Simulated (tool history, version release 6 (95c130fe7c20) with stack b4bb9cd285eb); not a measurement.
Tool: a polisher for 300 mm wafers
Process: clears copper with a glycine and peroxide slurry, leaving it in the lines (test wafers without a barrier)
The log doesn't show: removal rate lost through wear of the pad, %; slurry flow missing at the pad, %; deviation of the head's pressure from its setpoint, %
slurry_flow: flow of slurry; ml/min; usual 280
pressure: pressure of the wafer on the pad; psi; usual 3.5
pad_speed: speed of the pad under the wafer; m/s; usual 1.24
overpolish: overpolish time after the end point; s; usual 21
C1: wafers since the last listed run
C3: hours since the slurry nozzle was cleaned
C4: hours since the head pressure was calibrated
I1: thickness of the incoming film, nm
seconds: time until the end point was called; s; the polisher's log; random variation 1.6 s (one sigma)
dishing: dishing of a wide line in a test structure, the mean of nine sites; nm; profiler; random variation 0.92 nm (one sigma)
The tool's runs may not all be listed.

Run 1, hour 0.0: usual settings; C1 0; wafers polished on this pad 1063; C3 322.6; C4 714.3; I1 1035.8. Result: seconds 112.9 s, dishing 60.9 nm.
At hour 15.0: worn pad replaced by a new one.
At hour 26.7: slurry nozzle cleaned.
Run 2, hour 32.6: usual settings but slurry_flow 350 ml/min, pad_speed 1.14 m/s; C1 210; wafers polished on this pad 126; C3 5.9; C4 746.9; I1 1029.0. Result: seconds 122.6 s, dishing 59.4 nm.
Run 3, hour 57.4: usual settings but slurry_flow 350 ml/min, pad_speed 1.14 m/s; C1 189; wafers polished on this pad 315; C3 30.7; C4 771.7; I1 1006.3. Result: seconds 120.8 s, dishing 60.6 nm.
Run 4, hour 89.2: usual settings but pressure 2.6 psi, overpolish 17 s; C1 242; wafers polished on this pad 558; C3 62.5; C4 803.5; I1 1009.3. Result: seconds 144.1 s, dishing 49.1 nm.
Run 5, hour 112.1: usual settings but pressure 2.6 psi, overpolish 17 s; C1 174; wafers polished on this pad 733; C3 85.4; C4 826.4; I1 1028.7. Result: seconds 151.7 s, dishing 49.8 nm.
Run 6, hour 144.7: usual settings but pressure 2.6 psi, overpolish 17 s; C1 248; wafers polished on this pad 981; C3 118.0; C4 859.0; I1 1032.8. Result: seconds 148.3 s, dishing 50.7 nm.
Run 7, hour 164.1: usual settings; C1 148; wafers polished on this pad 1129; C3 137.4; C4 878.4; I1 1010.4. Result: seconds 113.5 s, dishing 63.4 nm.
At hour 174.6: head pressure recalibrated.
At hour 187.7: worn pad replaced by a new one.
Run 8, hour 188.2: usual settings; C1 138; wafers polished on this pad 3; C3 161.5; C4 13.6; I1 1013.6. Result: seconds 124.6 s, dishing 60.4 nm.
Run 9, hour 218.6: usual settings; C1 231; wafers polished on this pad 235; C3 191.9; C4 44.0; I1 1021.8. Result: seconds 122.5 s, dishing 57.9 nm.
Run 10, hour 245.9: usual settings; C1 208; wafers polished on this pad 444; C3 219.2; C4 71.3; I1 1019.0. Result: seconds 123.6 s, dishing 60.3 nm.
Run 11, hour 272.1: usual settings but slurry_flow 205 ml/min; C1 199; wafers polished on this pad 644; C3 245.4; C4 97.5; I1 1033.3. Result: seconds 123.7 s, dishing 59.9 nm.
Run 12, hour 292.9: usual settings but pressure 3.8 psi, pad_speed 1.48 m/s, overpolish 28 s; C1 158; wafers polished on this pad 802; C3 266.2; C4 118.3; I1 1017.1. Result: seconds 95.7 s, dishing 69.0 nm.
Run 13, hour 327.9: usual settings; C1 267; wafers polished on this pad 1069; C3 301.2; C4 153.3; I1 1009.6. Result: seconds 122.1 s, dishing 62.6 nm.
At hour 339.7: worn pad replaced by a new one.
Run 14, hour 359.4: usual settings; C1 209; wafers polished on this pad 150; C3 332.7; C4 184.8; I1 1034.0. Result: seconds 122.4 s, dishing 60.9 nm.
Run 15, hour 382.5: usual settings but pressure 4.3 psi, pad_speed 1.08 m/s; C1 176; wafers polished on this pad 326; C3 355.8; C4 207.9; I1 1013.8. Result: seconds 110.1 s, dishing 61.8 nm.
At hour 404.2: slurry nozzle cleaned.
Run 16, hour 417.8: usual settings but slurry_flow 350 ml/min, pressure 4.6 psi, overpolish 31 s; C1 261; wafers polished on this pad 588; C3 13.6; C4 243.2; I1 1040.6. Result: seconds 92.9 s, dishing 70.0 nm.
Run 17, hour 446.8: usual settings but slurry_flow 335 ml/min; C1 221; wafers polished on this pad 809; C3 42.6; C4 272.2; I1 1039.1. Result: seconds 118.4 s, dishing 61.4 nm.
Run 18, hour 479.3: usual settings but slurry_flow 340 ml/min, pressure 4.5 psi, pad_speed 0.84 m/s, overpolish 33 s; C1 247; wafers polished on this pad 1057; C3 75.1; C4 304.7; I1 1017.6. Result: seconds 130.2 s, dishing 68.7 nm.

The next listed run, before its measurement:
Run 19, hour 505.8: usual settings but pressure 2.6 psi, overpolish 17 s; C1 202; wafers polished on this pad 1260; C3 101.6; C4 331.2; I1 1001.3. Result: seconds ?, dishing ?.

seconds: 150.2 s
dishing: 50.2 nm
Without the tool's hidden state the same run would have given seconds 160.1 s, dishing 48.4 nm.
